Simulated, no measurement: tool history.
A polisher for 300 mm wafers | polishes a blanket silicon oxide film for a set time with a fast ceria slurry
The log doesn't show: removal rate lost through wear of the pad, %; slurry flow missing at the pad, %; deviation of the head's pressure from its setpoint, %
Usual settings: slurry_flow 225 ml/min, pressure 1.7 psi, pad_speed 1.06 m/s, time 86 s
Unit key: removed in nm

run,hour,slurry_flow,pressure,pad_speed,time,wafers since the last listed run,wafers polished on this pad,hours since the slurry nozzle was cleaned,hours since the head pressure was calibrated,"incoming thickness of the incoming film, nm",removed
1,0,225,1.7,1.06,86,0,35,480.9,469.5,3302.4,1115.7
2,18.9,225,1.7,1.06,86,131,166,499.8,488.4,3313.2,1118.3
3,35.2,225,1.7,1.06,86,113,280,516.1,504.7,3271.9,1138.2
4,77.7,225,1.7,1.06,86,295,575,558.6,547.2,3325.2,1125.8
# hour 92.6: worn pad replaced by a new one
5,93.1,225,1.7,1.06,86,79,3,574,562.6,3328.5,1146.3
6,96.7,225,2,1.06,86,25,28,577.6,566.2,3278.6,1339.6
7,112,225,2,1.06,86,106,135,592.9,581.5,3305.6,1348.8
8,122.8,190,1.7,0.84,86,75,210,603.7,592.3,3286.6,933
9,130.6,190,1.7,0.84,86,54,264,611.5,600.1,3335.8,939.3
10,147.9,160,1.7,1.06,86,120,384,628.8,617.4,3204.7,1133
# hour 150.5: head pressure recalibrated
11,160.2,160,1.7,1.06,86,71,456,641.1,9.7,3281.7,1022.9
12,175.8,225,1.7,1.22,86,108,564,656.7,25.3,3324.4,1177.2
13,192,175,1.3,1.3,60,112,677,672.9,41.5,3310.7,657.2
14,202.7,225,2,1.06,86,74,751,683.6,52.2,3270.5,1234.7
# hour 207.9: worn pad replaced by a new one
15,212.5,225,1.7,1.06,86,40,32,693.4,62,3312.8,1056.8
# hour 221.2: slurry nozzle cleaned
16,221.7,225,1.7,1.42,86,56,89,0.5,71.2,3273.4,1356.7
17,227.9,160,1.7,1.06,86,43,132,6.7,77.4,3245.3,1035.8
18,244.4,185,2.1,1.24,109,114,246,23.2,93.9,3255.6,1875.7
19,256.8,245,1.7,1.06,105,86,332,35.6,106.3,3302.8,1310
20,265.3,225,1.7,1.06,86,59,392,44.1,114.8,3249.9,1050.7
21,274.4,225,1.4,1.06,86,63,455,53.2,123.9,3254.9,879.9
22,288.7,170,1.7,1.06,86,99,554,67.5,138.2,3237.5,1040.1

Hidden state or all else? Some run-to-run changes of removed, split into what the settings, what came in and random variation would give without the hidden state, and what is left for the hidden state (with any gauge scatter that isn't in both results):
Run 7 -> 8: slurry_flow 225 -> 190, pressure 2 -> 1.7, pad_speed 1.06 -> 0.84. removed -415.8 nm: hidden state -36.2, all else -379.6.
Run 10 -> 11: head pressure recalibrated. removed -110.1 nm: hidden state -98.3, all else -11.8.
Run 13 -> 14: slurry_flow 175 -> 225, pressure 1.3 -> 2, pad_speed 1.3 -> 1.06, time 60 -> 86. removed +577.5 nm: hidden state +11.5, all else +566.
Run 17 -> 18: slurry_flow 160 -> 185, pressure 1.7 -> 2.1, pad_speed 1.06 -> 1.24, time 86 -> 109. removed +839.9 nm: hidden state +18.7, all else +821.2.

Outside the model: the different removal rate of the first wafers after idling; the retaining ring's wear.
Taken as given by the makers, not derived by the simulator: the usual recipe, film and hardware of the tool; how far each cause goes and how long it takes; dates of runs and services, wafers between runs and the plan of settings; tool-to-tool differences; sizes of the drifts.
